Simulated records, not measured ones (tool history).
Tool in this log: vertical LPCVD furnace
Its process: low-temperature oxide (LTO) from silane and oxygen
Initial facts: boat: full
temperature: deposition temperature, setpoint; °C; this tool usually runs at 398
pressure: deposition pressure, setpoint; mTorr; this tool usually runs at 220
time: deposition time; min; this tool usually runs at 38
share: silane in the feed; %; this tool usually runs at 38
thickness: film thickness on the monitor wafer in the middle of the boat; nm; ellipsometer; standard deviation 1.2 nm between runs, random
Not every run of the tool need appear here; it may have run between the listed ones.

run    hour  temperature  pressure  time  share  read-back reference wafer on the same gauge, thickness  thickness
  1       0          398       220    38     41                                                  277.86     339.06
  2    41.2          398       220    38     41                                                  278.27     337.56
  3    84.9          398       220    38     41                                                  277.91     339.26
  4   143.2          398       220    38     36                                                   277.8     287.29
  5   198.2          398       220    38     36                                                  277.51     288.96
      249.7  -- gauge calibrated
  6   264.3          398       220    38     36                                                  277.81     286.11
  7   321.9          398       220    38     38                                                  277.68     307.21
  8   384.2          398       220    38     38                                                   277.9     307.34
      455.1  -- pressure gauge zeroed
  9   480.4          398       220    38     38                                                  277.99     308.58
 10   538.5          398       220    33     38                                                  278.49     267.22
 11   594.5          407       220    38     38                                                  277.94     339.62
 12   657.7          386       220    43     45                                                  277.51     371.98
      684.6  -- silane flow controller replaced
 13   740.6          398       200    29     38                                                     278     213.68
      831.6  -- gauge calibrated
 14   834.9          386       220  42.5     43                                                  277.99     349.86
      875.3  -- thermocouples replaced and temperature profile calibrated
 15   876.7          398       220    38     38                                                   278.1      307.2
 16   953.4          398       220    38     38                                                  278.32     307.16
 17  1008.2          398       190    38     42                                                     278     300.32
 18  1056.7          398       220    53     38                                                  278.23     427.26
 19  1099.3          398       235  42.5     38                                                  278.09     368.46
 20  1192.3          404       220    27     38                                                  278.11     232.85

List, for all runs, the conditions of the tool that the log does not record:
true tube temperature minus thermocouple reading, K: 0 in every run
true pressure minus gauge reading, mTorr: 0 in every run
deviation of the silane flow from its setpoint, %: 0 in every run
gauge reads high (%): 0 in every run
